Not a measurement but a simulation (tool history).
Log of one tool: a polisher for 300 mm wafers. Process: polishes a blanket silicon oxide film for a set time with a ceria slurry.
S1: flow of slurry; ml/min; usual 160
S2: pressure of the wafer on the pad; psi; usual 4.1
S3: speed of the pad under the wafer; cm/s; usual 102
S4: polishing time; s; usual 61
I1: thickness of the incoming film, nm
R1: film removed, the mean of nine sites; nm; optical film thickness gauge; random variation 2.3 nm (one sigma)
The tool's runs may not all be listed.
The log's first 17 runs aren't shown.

run,day,S1,S2,S3,S4,I1,R1
18,38.121,160,4.1,102,61,1372.9,312.6
# day 39.562: worn pad replaced by a new one
19,39.583,130,5,102,40,1392.7,246.6
# day 39.717: slurry nozzle cleaned
# day 39.75: head pressure recalibrated
20,47.892,160,4.1,102,61,1384.5,327.2
21,50.758,160,5.2,126,61,1358.9,474.8
22,53.538,160,4.1,102,61,1370.6,317.4
# day 54.846: slurry nozzle cleaned
23,55.183,160,5.4,102,61,1374.7,436.7
# day 55.529: worn pad replaced by a new one
# day 55.638: head pressure recalibrated
24,56.617,160,4.1,102,61,1367.2,329.6
25,59.15,160,3,102,61,1369.3,239.1
26,62.038,120,2.9,122,61,1373.6,244.5
27,64.229,185,4.6,68,61,1397,288.5
28,66.017,160,4.1,102,61,1367.8,320.6
29,67.408,125,5,102,61,1374.4,365.7
30,69.104,160,4.1,102,61,1371.2,315.7
# day 70.821: slurry nozzle cleaned
31,71.812,160,4.1,102,61,1373.7,322.6
# day 73.279: worn pad replaced by a new one
# day 73.962: head pressure recalibrated
32,74.258,160,4.1,102,61,1379.6,329.7
33,75.65,160,4.8,80,61,1403.1,331.5
34,77.704,160,3.4,134,81,1383.7,430.8
35,80.217,145,5.1,102,61,1378.2,386.7
36,81.542,145,4.1,102,61,1394.3,314.5
37,82.592,200,4.1,102,61,1393.3,337.9

3 ways to go on from here, each from the tool as it stands after run 37. What would each give?
A,82.608,110,4.1,102,61,1402.9,?
B,82.608,205,4.1,102,61,1402.9,?
C,82.608,160,4.1,102,72,1402.9,?

run,R1
A,288.9
B,335.3
C,377.4
Without the tool's hidden state the same runs would have given:
run,R1
A,309.6
B,349.6
C,397.1
